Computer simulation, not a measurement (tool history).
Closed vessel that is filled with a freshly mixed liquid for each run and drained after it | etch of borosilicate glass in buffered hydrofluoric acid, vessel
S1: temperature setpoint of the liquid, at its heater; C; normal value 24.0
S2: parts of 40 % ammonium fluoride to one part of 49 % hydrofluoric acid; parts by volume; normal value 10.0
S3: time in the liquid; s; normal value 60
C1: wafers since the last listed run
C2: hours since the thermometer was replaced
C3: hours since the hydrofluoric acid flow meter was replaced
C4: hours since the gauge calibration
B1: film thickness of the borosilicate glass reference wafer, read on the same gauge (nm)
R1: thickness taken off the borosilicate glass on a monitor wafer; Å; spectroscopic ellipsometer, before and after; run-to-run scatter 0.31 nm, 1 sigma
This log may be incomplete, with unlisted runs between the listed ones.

run    hour    S1    S2  S3    C1      C2      C3      C4      B1      R1
  1     0.0  27.5  10.0  85     0  1762.9  1310.8   583.2  120.27  1206.2
  2    29.6  24.0  10.0  60  4128  1792.5  1340.4   612.8  120.15   704.3
  3    92.7  24.0  10.0  60  8800  1855.6  1403.5   675.9  119.98   705.4
  4   145.8  24.0  10.0  60  7405  1908.7  1456.6   729.0  119.74   703.2
  5   175.3  24.0  10.0  60  4114  1938.2  1486.1   758.5  119.65   709.1
  6   224.3  24.0  10.0  60  6834  1987.2  1535.1   807.5  119.46   699.3
  7   271.3  24.0  11.0  50  6555  2034.2  1582.1   854.5  119.23   530.4
      305.7  -- hydrofluoric acid flow meter replaced
  8   338.3  24.0  11.0  50  9205  2101.2    32.6   921.5  118.92   529.4
  9   375.9  24.0  10.0  60  5244  2138.8    70.2   959.1  118.71   696.5
 10   405.8  24.0  12.0  60  4170  2168.7   100.1   989.0  118.60   586.7
      453.8  -- thermometer replaced
 11   459.3  24.0  11.5  60  7322     5.5   153.6  1042.5  118.27   610.2
 12   522.4  24.0  12.5  60  8800    68.6   216.7  1105.6  117.92   559.0
      542.4  -- gauge calibrated
 13   581.1  26.5  13.0  30  8187   127.3   275.4    38.7  120.19   312.2
 14   624.7  22.5  10.0  45  6081   170.9   319.0    82.3  120.17   490.9
 15   656.4  24.0   9.0  60  4421   202.6   350.7   114.0  120.16   758.1
 16   706.7  28.0  11.5  30  7015   252.9   401.0   164.3  120.16   378.0
 17   733.9  24.0  10.0  60  3793   280.1   428.2   191.5  120.11   706.7
 18   769.7  29.0  11.0  50  4993   315.9   464.0   227.3  120.04   696.0
 19   836.3  24.0  10.0  60  9288   382.5   530.6   293.9  119.99   705.0
 20   874.2  24.0  14.0  60  5286   420.4   568.5   331.8  119.91   506.4
 21   927.7  24.0  13.0  35  7461   473.9   622.0   385.3  119.77   317.6
 22   995.4  26.0   6.5  50  9442   541.6   689.7   453.0  119.67   983.9
 23  1019.5  24.0  10.0  60  3361   565.7   713.8   477.1  119.61   707.9
 24  1047.4  24.0  10.0  75  3891   593.6   741.7   505.0  119.50   882.8
 25  1087.8  24.0  10.0  60  5634   634.0   782.1   545.4  119.42   702.7
 26  1117.1  27.0  12.0  60  4086   663.3   811.4   574.7  119.29   686.6
 27  1167.3  24.0  10.0  60  7001   713.5   861.6   624.9  119.14   697.9
 28  1225.8  24.0  10.0  60  8159   772.0   920.1   683.4  118.94   701.3
 29  1252.1  22.5   6.5  80  3668   798.3   946.4   709.7  118.89  1292.9
 30  1278.4  21.5  10.0  40  3668   824.6   972.7   736.0  118.77   408.0
 31  1324.5  24.0  10.0  60  6429   870.7  1018.8   782.1  118.57   700.2

Here are 5 independent what-if runs from the current tool condition. What would each one return?
  A  1325.2  24.0  10.0  60  97  871.4  1019.5  782.8   ?   ?
  B  1325.2  22.5  11.0  30  97  871.4  1019.5  782.8   ?   ?
  C  1325.2  24.0   6.5  60  97  871.4  1019.5  782.8   ?   ?
  D  1325.2  20.0   9.0  30  97  871.4  1019.5  782.8   ?   ?
  E  1325.2  28.0   8.5  60  97  871.4  1019.5  782.8   ?   ?

run      B1      R1
  A  118.58   696.1
  B  118.58   292.3
  C  118.58  1050.4
  D  118.58   300.1
  E  118.58   979.7
With no hidden state in the tool, these same runs would have given:
run      R1
  A   704.5
  B   295.8
  C  1063.0
  D   303.7
  E   991.5

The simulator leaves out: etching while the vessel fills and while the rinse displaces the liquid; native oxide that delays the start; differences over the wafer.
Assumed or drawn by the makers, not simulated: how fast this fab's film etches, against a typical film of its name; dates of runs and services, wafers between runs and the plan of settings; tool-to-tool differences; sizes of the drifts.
